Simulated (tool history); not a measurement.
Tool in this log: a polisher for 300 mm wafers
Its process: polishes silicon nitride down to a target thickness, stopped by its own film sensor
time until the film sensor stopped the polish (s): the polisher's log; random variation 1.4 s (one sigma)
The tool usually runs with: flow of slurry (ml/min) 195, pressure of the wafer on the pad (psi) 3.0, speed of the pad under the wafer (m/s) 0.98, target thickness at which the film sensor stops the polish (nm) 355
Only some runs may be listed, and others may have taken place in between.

run,hour,flow of slurry (ml/min),pressure of the wafer on the pad (psi),speed of the pad under the wafer (m/s),target thickness at which the film sensor stops the polish (nm),"incoming thickness of the incoming film, nm",time until the film sensor stopped the polish (s)
1,0.0,195,3.0,0.90,343,487.1,104.0
# hour 16.6: worn pad replaced by a new one
2,17.1,195,3.0,0.90,343,490.5,111.2
3,23.3,195,3.0,0.98,355,499.7,99.1
4,36.9,195,3.0,0.98,355,485.3,90.3
5,53.9,195,3.0,1.14,355,487.8,84.3
6,68.2,195,3.0,1.14,355,487.2,83.6
7,80.9,195,3.0,0.98,333,489.3,113.0
8,98.5,195,3.0,0.98,333,490.9,115.7
# hour 137.5: head pressure recalibrated
# hour 152.6: worn pad replaced by a new one
9,153.1,195,3.0,0.98,355,488.8,85.6
10,166.8,195,3.7,1.24,355,494.6,65.2
11,176.6,195,3.7,1.24,355,486.4,60.8
12,203.6,195,3.7,1.24,355,493.4,62.9
13,221.5,195,3.0,0.98,355,487.8,87.9
14,233.9,195,3.0,0.98,355,491.2,91.3
15,247.6,195,3.0,0.98,355,492.1,91.0
16,257.6,195,3.0,0.98,355,482.4,86.1
# hour 261.7: worn pad replaced by a new one
17,272.9,195,3.0,0.98,355,492.9,92.6
18,284.6,195,3.0,0.70,385,478.8,79.9
19,300.7,165,2.3,0.88,355,480.2,122.3
# hour 316.4: slurry nozzle cleaned
20,316.9,195,3.0,0.98,308,495.1,113.0
21,328.8,195,3.0,0.98,355,492.5,81.5
22,341.7,265,3.0,1.20,355,490.8,69.4
23,359.0,195,3.0,0.98,355,490.2,84.5
24,371.8,170,3.3,0.66,337,498.3,122.1
# hour 378.4: worn pad replaced by a new one
25,383.9,195,3.0,0.98,355,490.2,81.8
26,398.3,195,3.0,1.14,355,487.2,74.7
27,415.4,195,2.6,0.98,371,491.1,83.7
28,427.0,225,2.1,1.08,393,480.9,70.0
29,435.6,140,3.7,1.10,378,483.8,56.3
30,442.5,195,3.0,0.70,355,484.5,103.7
31,456.9,195,3.0,0.98,355,498.2,93.3
32,466.4,195,3.0,0.98,355,496.4,92.3
33,478.6,195,3.7,1.24,355,488.3,61.6
# hour 496.8: worn pad replaced by a new one
34,497.3,255,3.0,0.98,369,482.7,71.1
35,502.8,195,2.7,1.08,355,488.3,90.2
36,509.8,195,3.0,1.20,355,492.3,80.1
# hour 522.0: head pressure recalibrated
37,553.5,230,2.3,0.74,391,501.1,99.0
38,568.1,195,3.0,0.98,355,489.4,85.8

Alternative continuations, all from the tool just after run 38; predict every row:
A,568.5,195,3.0,0.98,355,486.5,?
B,568.5,195,3.0,0.78,355,486.5,?
C,568.5,195,3.0,0.98,335,486.5,?

run,time until the film sensor stopped the polish (s)
A,81.4
B,95.5
C,93.8
Without the tool's hidden state the same runs would have given:
run,time until the film sensor stopped the polish (s)
A,74.6
B,87.5
C,85.9

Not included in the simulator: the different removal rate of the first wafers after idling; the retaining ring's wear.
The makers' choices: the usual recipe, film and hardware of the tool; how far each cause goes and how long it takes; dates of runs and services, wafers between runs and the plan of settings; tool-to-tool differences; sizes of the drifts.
